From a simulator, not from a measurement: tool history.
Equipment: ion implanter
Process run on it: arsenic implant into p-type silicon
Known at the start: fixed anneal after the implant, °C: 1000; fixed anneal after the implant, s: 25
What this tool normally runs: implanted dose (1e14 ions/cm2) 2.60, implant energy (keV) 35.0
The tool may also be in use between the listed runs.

| run | hour | implanted dose (1e14 ions/cm2) | implant energy (keV) | read-back reference wafer on the same gauge, sheet resistance | sheet resistance of the implanted and annealed layer (ohm/square) |
|---|---|---|---|---|---|
| 1 | 0.0 | 2.60 | 35.0 | 240.91 | 304.67 |
| 2 | 16.7 | 2.60 | 35.0 | 240.98 | 305.24 |
| 3 | 28.9 | 2.06 | 35.0 | 240.99 | 361.86 |
| 4 | 59.9 | 2.06 | 35.0 | 241.00 | 361.46 |
| 5 | 81.6 | 2.41 | 35.0 | 241.00 | 322.45 |
| 6 | 179.2 | 2.41 | 35.0 | 241.04 | 323.22 |
| 7 | 197.8 | 2.41 | 35.0 | 240.96 | 323.36 |
|  | 239.3 | Faraday cup replaced and dose calibrated |
| 8 | 239.8 | 2.60 | 35.0 | 241.08 | 299.95 |
| 9 | 244.5 | 2.60 | 35.0 | 240.98 | 300.86 |
| 10 | 300.3 | 2.60 | 35.0 | 241.05 | 299.67 |
| 11 | 317.4 | 2.60 | 45.5 | 240.93 | 288.29 |
| 12 | 340.0 | 3.08 | 23.5 | 240.96 | 280.32 |
|  | 350.1 | extraction supply calibrated |
|  | 356.3 | gauge calibrated |
| 13 | 357.0 | 2.60 | 35.0 | 240.98 | 301.11 |
| 14 | 443.2 | 2.14 | 39.0 | 241.01 | 341.43 |
| 15 | 466.9 | 2.60 | 35.0 | 240.97 | 301.09 |
| 16 | 487.6 | 3.14 | 26.5 | 240.93 | 273.00 |
| 17 | 509.5 | 2.40 | 26.0 | 241.03 | 333.50 |
| 18 | 524.0 | 2.60 | 35.0 | 241.00 | 300.06 |
| 19 | 546.1 | 2.60 | 25.0 | 241.02 | 315.45 |
| 20 | 570.7 | 2.60 | 35.0 | 240.94 | 300.85 |
| 21 | 602.0 | 1.97 | 31.5 | 241.02 | 375.49 |

What if the next run were any one of these 4? Each begins from the tool's condition after run 21:
| A | 602.4 | 2.60 | 35.0 | ? | ? |
| B | 602.4 | 3.37 | 35.0 | ? | ? |
| C | 602.4 | 3.08 | 41.5 | ? | ? |
| D | 602.4 | 1.83 | 40.0 | ? | ? |

| run | read-back reference wafer on the same gauge, sheet resistance | sheet resistance of the implanted and annealed layer (ohm/square) |
|---|---|---|
| A | 240.96 | 300.86 |
| B | 240.96 | 247.87 |
| C | 240.96 | 258.76 |
| D | 240.96 | 380.34 |
The same runs, with their run-to-run variation unchanged, on a tool lacking any hidden condition would have given:
| run | sheet resistance of the implanted and annealed layer (ohm/square) |
|---|---|
| A | 298.65 |
| B | 246.02 |
| C | 256.84 |
| D | 377.65 |
